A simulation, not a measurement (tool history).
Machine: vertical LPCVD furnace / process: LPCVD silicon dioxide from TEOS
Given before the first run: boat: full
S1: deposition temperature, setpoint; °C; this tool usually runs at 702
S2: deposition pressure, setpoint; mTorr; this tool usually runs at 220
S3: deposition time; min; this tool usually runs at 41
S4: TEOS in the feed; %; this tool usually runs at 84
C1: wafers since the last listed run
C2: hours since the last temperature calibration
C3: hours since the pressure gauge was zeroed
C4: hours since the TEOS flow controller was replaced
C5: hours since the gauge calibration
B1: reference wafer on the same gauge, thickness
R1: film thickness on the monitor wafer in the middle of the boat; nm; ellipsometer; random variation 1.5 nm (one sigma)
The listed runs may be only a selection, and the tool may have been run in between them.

{"run": 1, "day": 0.0, "S1": 702, "S2": 220, "S3": 41, "S4": 84, "C1": 0, "C2": 1301.7, "C3": 3720.9, "C4": 2735.1, "C5": 210.3, "B1": 316.61, "R1": 286.24}
{"run": 2, "day": 2.75, "S1": 702, "S2": 220, "S3": 41, "S4": 84, "C1": 910, "C2": 1367.7, "C3": 3786.9, "C4": 2801.1, "C5": 276.3, "B1": 316.86, "R1": 284.67}
{"run": 3, "day": 5.283, "S1": 702, "S2": 220, "S3": 41, "S4": 84, "C1": 838, "C2": 1428.5, "C3": 3847.7, "C4": 2861.9, "C5": 337.1, "B1": 317.12, "R1": 287.6}
{"run": 4, "day": 7.875, "S1": 699, "S2": 220, "S3": 41, "S4": 84, "C1": 858, "C2": 1490.7, "C3": 3909.9, "C4": 2924.1, "C5": 399.3, "B1": 317.29, "R1": 268.16}
{"run": 5, "day": 9.429, "S1": 699, "S2": 220, "S3": 41, "S4": 84, "C1": 514, "C2": 1528, "C3": 3947.2, "C4": 2961.4, "C5": 436.6, "B1": 318.37, "R1": 269.15}
{"run": 6, "day": 11.171, "S1": 702, "S2": 255, "S3": 41, "S4": 77, "C1": 576, "C2": 1569.8, "C3": 3989, "C4": 3003.2, "C5": 478.4, "B1": 318.72, "R1": 298.12}
{"run": 7, "day": 13.029, "S1": 702, "S2": 255, "S3": 41, "S4": 77, "C1": 615, "C2": 1614.4, "C3": 4033.6, "C4": 3047.8, "C5": 523, "B1": 318.54, "R1": 298.02}
{"run": 8, "day": 15.246, "S1": 702, "S2": 220, "S3": 41, "S4": 84, "C1": 733, "C2": 1667.6, "C3": 4086.8, "C4": 3101, "C5": 576.2, "B1": 319.46, "R1": 290.66}
{"run": 9, "day": 16.708, "S1": 702, "S2": 220, "S3": 41, "S4": 84, "C1": 484, "C2": 1702.7, "C3": 4121.9, "C4": 3136.1, "C5": 611.3, "B1": 320.39, "R1": 288.72}
{"run": 10, "day": 19.425, "S1": 702, "S2": 220, "S3": 41, "S4": 84, "C1": 899, "C2": 1767.9, "C3": 4187.1, "C4": 3201.3, "C5": 676.5, "B1": 320.88, "R1": 289.93}
{"day": 22.017, "done": "TEOS flow controller replaced"}
{"run": 11, "day": 22.038, "S1": 702, "S2": 220, "S3": 41, "S4": 84, "C1": 533, "C2": 1830.6, "C3": 4249.8, "C4": 0.5, "C5": 739.2, "B1": 322.31, "R1": 291.5}
{"day": 24.338, "done": "pressure gauge zeroed"}
{"run": 12, "day": 24.358, "S1": 702, "S2": 220, "S3": 41, "S4": 84, "C1": 437, "C2": 1886.3, "C3": 0.5, "C4": 56.2, "C5": 794.9, "B1": 322.7, "R1": 294.52}
{"run": 13, "day": 25.746, "S1": 702, "S2": 220, "S3": 41, "S4": 84, "C1": 459, "C2": 1919.6, "C3": 33.8, "C4": 89.5, "C5": 828.2, "B1": 323.76, "R1": 294.2}
{"run": 14, "day": 27.054, "S1": 702, "S2": 220, "S3": 41, "S4": 84, "C1": 433, "C2": 1951, "C3": 65.2, "C4": 120.9, "C5": 859.6, "B1": 324.25, "R1": 293.24}
{"run": 15, "day": 29.829, "S1": 691, "S2": 200, "S3": 37, "S4": 84, "C1": 918, "C2": 2017.6, "C3": 131.8, "C4": 187.5, "C5": 926.2, "B1": 325.76, "R1": 196.79}
{"day": 33.512, "done": "thermocouples replaced and temperature profile calibrated"}
{"run": 16, "day": 33.533, "S1": 702, "S2": 220, "S3": 41, "S4": 70, "C1": 895, "C2": 0.5, "C3": 220.7, "C4": 276.4, "C5": 1015.1, "B1": 327.88, "R1": 270.64}
{"run": 17, "day": 34.621, "S1": 702, "S2": 235, "S3": 41, "S4": 75, "C1": 360, "C2": 26.6, "C3": 246.8, "C4": 302.5, "C5": 1041.2, "B1": 328.5, "R1": 289.37}
{"run": 18, "day": 36.321, "S1": 709, "S2": 220, "S3": 41, "S4": 77, "C1": 562, "C2": 67.4, "C3": 287.6, "C4": 343.3, "C5": 1082, "B1": 328.52, "R1": 332.75}
{"day": 40.588, "done": "gauge calibrated"}
{"run": 19, "day": 43.425, "S1": 702, "S2": 220, "S3": 41, "S4": 84, "C1": 2352, "C2": 237.9, "C3": 458.1, "C4": 513.8, "C5": 68.1, "B1": 316.03, "R1": 286.85}
{"run": 20, "day": 45.35, "S1": 702, "S2": 220, "S3": 28.5, "S4": 68, "C1": 637, "C2": 284.1, "C3": 504.3, "C4": 560, "C5": 114.3, "B1": 315.29, "R1": 177.9}
{"run": 21, "day": 46.925, "S1": 702, "S2": 220, "S3": 41, "S4": 84, "C1": 521, "C2": 321.9, "C3": 542.1, "C4": 597.8, "C5": 152.1, "B1": 314.89, "R1": 286.01}
{"run": 22, "day": 48.125, "S1": 702, "S2": 220, "S3": 41, "S4": 84, "C1": 397, "C2": 350.7, "C3": 570.9, "C4": 626.6, "C5": 180.9, "B1": 316.34, "R1": 285.56}
{"run": 23, "day": 50.021, "S1": 702, "S2": 220, "S3": 53, "S4": 84, "C1": 627, "C2": 396.2, "C3": 616.4, "C4": 672.1, "C5": 226.4, "B1": 316.23, "R1": 367.44}
{"run": 24, "day": 51.338, "S1": 694, "S2": 235, "S3": 30, "S4": 69, "C1": 435, "C2": 427.8, "C3": 648, "C4": 703.7, "C5": 258, "B1": 315.7, "R1": 161.53}
{"run": 25, "day": 53.142, "S1": 702, "S2": 255, "S3": 35, "S4": 73, "C1": 597, "C2": 471.1, "C3": 691.3, "C4": 747, "C5": 301.3, "B1": 316.63, "R1": 243.19}
{"run": 26, "day": 54.429, "S1": 696, "S2": 250, "S3": 36, "S4": 79, "C1": 426, "C2": 502, "C3": 722.2, "C4": 777.9, "C5": 332.2, "B1": 317.19, "R1": 226.56}

For some of the steps in R1 from one run to the next: how much would appear even if the tool had no hidden state, given the settings, what came in and random variation, and how much remains for the hidden state plus any gauge scatter that the measured result and the result without hidden state don't share?
Hidden conditions of the tool in this case: true tube temperature minus thermocouple reading, K; true pressure minus gauge reading, mTorr; deviation of the TEOS flow from its setpoint, %; gauge reads high (%).
Run 15 -> 16: S1 691 -> 702, S2 200 -> 220, S3 37 -> 41, S4 84 -> 70, thermocouples replaced and temperature profile calibrated. R1 +73.85 nm: hidden state +3.69, all else +70.16.
Run 18 -> 19: S1 709 -> 702, S4 77 -> 84, gauge calibrated. R1 -45.9 nm: hidden state -13.53, all else -32.37.
Run 19 -> 20: S3 41 -> 28.5, S4 84 -> 68. R1 -108.95 nm: hidden state +0.19, all else -109.14.
Run 23 -> 24: S1 702 -> 694, S2 220 -> 235, S3 53 -> 30, S4 84 -> 69. R1 -205.91 nm: hidden state +0.02, all else -205.93.
